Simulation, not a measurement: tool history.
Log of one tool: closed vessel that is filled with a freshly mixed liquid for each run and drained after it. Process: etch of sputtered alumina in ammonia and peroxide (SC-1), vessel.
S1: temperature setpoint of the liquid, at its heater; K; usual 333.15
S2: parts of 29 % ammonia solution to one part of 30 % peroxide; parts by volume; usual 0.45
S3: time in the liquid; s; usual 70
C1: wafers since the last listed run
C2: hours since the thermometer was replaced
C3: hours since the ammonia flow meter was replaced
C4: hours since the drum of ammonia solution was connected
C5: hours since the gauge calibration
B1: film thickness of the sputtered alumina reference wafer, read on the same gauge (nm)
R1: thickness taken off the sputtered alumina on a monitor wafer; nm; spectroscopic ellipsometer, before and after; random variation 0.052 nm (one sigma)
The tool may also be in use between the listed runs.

run   hour      S1    S2   S3    C1      C2      C3     C4     C5     B1     R1
  1    0.0  333.15  0.45   95     0  2491.2   929.4  266.1  409.2  40.02  10.37
  2   32.5  333.15  0.45   50  3471  2523.7   961.9  298.6  441.7  40.02   5.45
  3   45.0  325.15  0.45   70  1335  2536.2   974.4  311.1  454.2  40.01   5.01
  4   58.5  333.15  0.55   70  1441  2549.7   987.9  324.6  467.7  40.03   7.93
  5   77.3  333.15  0.55   70  2007  2568.5  1006.7  343.4  486.5  39.99   7.79
      97.0  -- new drum of ammonia solution connected
  6  112.8  333.15  0.50   70  3684  2604.0  1042.2   15.8  522.0  39.99   7.74
     114.1  -- ammonia flow meter replaced
  7  147.8  333.15  0.45   70  3631  2639.0    33.7   50.8  557.0  40.04   7.66
  8  167.6  333.15  0.45   70  2114  2658.8    53.5   70.6  576.8  40.00   7.59
     182.2  -- thermometer replaced
  9  182.7  333.15  0.45   70  1505     0.5    68.6   85.7  591.9  40.02   7.62
 10  216.1  333.15  0.45   70  3567    33.9   102.0  119.1  625.3  40.00   7.74
 11  233.6  333.15  0.35   35  1869    51.4   119.5  136.6  642.8  40.01   3.73
 12  256.0  333.15  0.45   70  2392    73.8   141.9  159.0  665.2  39.98   7.65
 13  291.9  333.15  0.45   70  3834   109.7   177.8  194.9  701.1  39.96   7.62
 14  305.1  333.15  0.45   70  1409   122.9   191.0  208.1  714.3  40.01   7.56
 15  338.2  329.15  0.45   70  3535   156.0   224.1  241.2  747.4  40.05   6.22
     342.8  -- gauge calibrated
 16  370.1  333.15  0.45  105  3407   187.9   256.0  273.1   27.3  40.02  11.43
 17  402.7  333.15  0.45   70  3481   220.5   288.6  305.7   59.9  39.99   7.72
 18  420.3  338.15  0.50  105  1879   238.1   306.2  323.3   77.5  39.99  14.72
 19  477.4  333.15  0.45   90  6098   295.2   363.3  380.4  134.6  40.00   9.87
     493.9  -- new drum of ammonia solution connected
 20  508.7  333.15  0.45  100  3236   326.5   394.6   14.8  165.9  39.98  10.94
 21  531.2  333.15  0.45   70  2403   349.0   417.1   37.3  188.4  39.99   7.63

The next listed run, before its measurement:
 22  548.7  329.15  0.45  70  1869  366.5  434.6  54.8  205.9   ?   ?

{"run 22": {"B1": 40.02, "R1": 6.25}}
Without the tool's hidden state the same run would have given R1 6.25 nm.

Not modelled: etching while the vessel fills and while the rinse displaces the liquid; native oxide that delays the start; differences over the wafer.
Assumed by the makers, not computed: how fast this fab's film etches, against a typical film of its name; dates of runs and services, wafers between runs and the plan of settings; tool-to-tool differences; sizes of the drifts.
